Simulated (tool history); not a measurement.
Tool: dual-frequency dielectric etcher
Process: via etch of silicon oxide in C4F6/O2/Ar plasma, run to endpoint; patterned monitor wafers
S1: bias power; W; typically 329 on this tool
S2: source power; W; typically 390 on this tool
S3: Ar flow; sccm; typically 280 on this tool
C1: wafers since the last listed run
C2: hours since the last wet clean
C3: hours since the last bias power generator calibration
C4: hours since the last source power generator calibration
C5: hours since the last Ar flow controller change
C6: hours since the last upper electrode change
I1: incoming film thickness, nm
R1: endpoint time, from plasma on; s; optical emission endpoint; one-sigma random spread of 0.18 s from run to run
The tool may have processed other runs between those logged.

run     day   S1   S2   S3    C1     C2      C3      C4      C5      C6    I1    R1
  1       0  297  390  280     0  295.6  1886.8  1381.4  2482.8  4561.3  77.1  23.6
      2.654  -- wet clean of the chamber
  2   3.979  297  390  280  1306   31.8  1982.3  1476.9  2578.3  4656.8  76.2  23.2
  3   8.433  265  390  280  1953  138.7  2089.2  1583.8  2685.2  4763.7  76.8  24.3
  4    9.95  265  390  280   665  175.1  2125.6  1620.2  2721.6  4800.1  77.6  24.7
  5  13.296  265  390  280  1467  255.4  2205.9  1700.5  2801.9  4880.4  75.8  23.8
         16  -- wet clean of the chamber
  6  16.112  329  390  280   796    2.7  2273.5  1768.1  2869.5    4948  76.8  22.3
  7  19.238  329  390  280  1370   77.7  2348.5  1843.1  2944.5    5023  76.6  22.2
     19.829  -- bias power generator calibrated
     22.583  -- source power generator calibrated
     24.417  -- upper electrode replaced
     31.712  -- wet clean of the chamber
  8  31.733  329  390  280  4456    0.5   285.7   219.6  3244.4   175.6  75.8  21.8
  9  34.388  329  390  280  1163   64.2   349.4   283.3  3308.1   239.3  76.3  22.3
 10  36.367  329  480  260   867  111.7   396.9   330.8  3355.6   286.8  76.9  20.4
     37.867  -- Ar flow controller replaced
 11   38.65  371  320  280   891  166.5   451.7   385.6    18.8   341.6  75.5  22.7
 12  43.133  329  460  213  1965  274.1   559.3   493.2   126.4   449.2  76.3    20
 13   45.25  329  390  280   928  324.9   610.1     544   177.2     500  77.5  22.2
     46.933  -- wet clean of the chamber
 14  49.046  255  390  252  1225   50.7   701.2   635.1   268.3   591.1  77.1  24.4

What if the next run were any one of these 4? Each begins from the tool's condition after run 14:
  A  49.062  329  430  280   7  51.1  701.6  635.5  268.7  591.5  76.7   ?
  B  49.062  329  320  280   7  51.1  701.6  635.5  268.7  591.5  76.7   ?
  C  49.062  362  490  226   7  51.1  701.6  635.5  268.7  591.5  76.7   ?
  D  49.062  263  360  280   7  51.1  701.6  635.5  268.7  591.5  76.7   ?

run    R1
  A  21.5
  B  24.1
  C    19
  D  25.1
Without the tool's unlogged condition, the same runs would have read:
run    R1
  A  21.5
  B  24.1
  C    19
  D  25.1
